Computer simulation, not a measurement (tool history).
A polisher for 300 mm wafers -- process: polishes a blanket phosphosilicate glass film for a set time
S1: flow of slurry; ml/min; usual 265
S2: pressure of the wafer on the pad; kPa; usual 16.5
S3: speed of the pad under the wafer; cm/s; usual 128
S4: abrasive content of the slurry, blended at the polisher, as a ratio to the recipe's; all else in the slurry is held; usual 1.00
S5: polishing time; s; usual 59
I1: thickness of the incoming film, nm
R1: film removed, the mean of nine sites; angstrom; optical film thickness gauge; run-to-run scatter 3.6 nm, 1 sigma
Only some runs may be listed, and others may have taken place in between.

run 1 day=0.000 | S1=265 S2=16.5 S3=128 S4=1.00 S5=59 | I1=3805.6 | R1=4432
run 2 day=0.617 | S1=265 S2=16.5 S3=128 S4=1.00 S5=59 | I1=3714.6 | R1=4427
run 3 day=1.217 | S1=265 S2=16.5 S3=100 S4=1.00 S5=59 | I1=3845.2 | R1=3595
run 4 day=1.946 | S1=265 S2=16.5 S3=100 S4=1.00 S5=59 | I1=3767.2 | R1=3597
run 5 day=2.475 | S1=265 S2=16.5 S3=100 S4=1.00 S5=59 | I1=3795.0 | R1=3622
run 6 day=2.950 | S1=265 S2=16.5 S3=128 S4=1.00 S5=59 | I1=3706.7 | R1=4365
run 7 day=3.467 | S1=265 S2=16.5 S3=128 S4=1.00 S5=59 | I1=3713.9 | R1=4403
run 8 day=3.958 | S1=265 S2=20.7 S3=128 S4=1.00 S5=59 | I1=3769.1 | R1=5213
run 9 day=5.546 | S1=265 S2=20.7 S3=128 S4=1.00 S5=59 | I1=3778.1 | R1=5096
-- day=6.125 worn pad replaced by a new one
run 10 day=6.146 | S1=265 S2=16.5 S3=128 S4=1.00 S5=45 | I1=3730.4 | R1=3292
-- day=6.350 slurry nozzle cleaned
run 11 day=8.029 | S1=265 S2=16.5 S3=164 S4=1.00 S5=59 | I1=3721.5 | R1=5263
run 12 day=8.525 | S1=290 S2=16.5 S3=116 S4=1.00 S5=59 | I1=3830.3 | R1=4039
run 13 day=8.921 | S1=265 S2=16.5 S3=164 S4=1.00 S5=59 | I1=3773.8 | R1=5146
run 14 day=9.212 | S1=265 S2=13.8 S3=102 S4=1.00 S5=48 | I1=3804.7 | R1=2574
-- day=9.442 head pressure recalibrated
run 15 day=9.858 | S1=265 S2=16.5 S3=128 S4=1.00 S5=59 | I1=3782.1 | R1=4299
-- day=10.379 conditioning disc replaced and pad reconditioned
run 16 day=10.392 | S1=265 S2=16.5 S3=128 S4=1.00 S5=59 | I1=3771.4 | R1=4468
-- day=10.508 slurry blender recalibrated
run 17 day=11.054 | S1=230 S2=18.6 S3=110 S4=1.15 S5=59 | I1=3731.8 | R1=4514
run 18 day=11.375 | S1=315 S2=21.4 S3=102 S4=1.00 S5=59 | I1=3805.9 | R1=4557
run 19 day=12.033 | S1=265 S2=21.4 S3=112 S4=1.00 S5=74 | I1=3772.4 | R1=6056
-- day=12.217 worn pad replaced by a new one
run 20 day=12.779 | S1=265 S2=16.5 S3=128 S4=1.00 S5=59 | I1=3817.9 | R1=4450
run 21 day=13.108 | S1=220 S2=20.0 S3=128 S4=1.00 S5=59 | I1=3770.8 | R1=5085
run 22 day=13.542 | S1=265 S2=16.5 S3=168 S4=1.00 S5=59 | I1=3793.3 | R1=5453
run 23 day=14.204 | S1=330 S2=16.5 S3=128 S4=1.00 S5=59 | I1=3798.1 | R1=4406
run 24 day=14.612 | S1=265 S2=16.5 S3=162 S4=1.00 S5=41 | I1=3780.8 | R1=3666
run 25 day=14.946 | S1=195 S2=16.5 S3=164 S4=0.70 S5=59 | I1=3818.6 | R1=4388
run 26 day=15.650 | S1=265 S2=16.5 S3=128 S4=1.00 S5=59 | I1=3800.9 | R1=4368

Alternative continuations, all from the tool just after run 26; predict every row:
run A day=15.667 | S1=265 S2=16.5 S3=128 S4=1.15 S5=59 | I1=3759.0 | R1=?
run B day=15.667 | S1=265 S2=14.5 S3=144 S4=1.10 S5=49 | I1=3759.0 | R1=?
run C day=15.667 | S1=215 S2=14.5 S3=128 S4=0.70 S5=59 | I1=3759.0 | R1=?
run D day=15.667 | S1=310 S2=19.3 S3=144 S4=1.00 S5=59 | I1=3759.0 | R1=?

run=A R1=4674
run=B R1=3787
run=C R1=3254
run=D R1=5475
The same runs, with their run-to-run variation unchanged, on a tool lacking any hidden condition would have given:
run=A R1=4795
run=B R1=3887
run=C R1=3331
run=D R1=5652
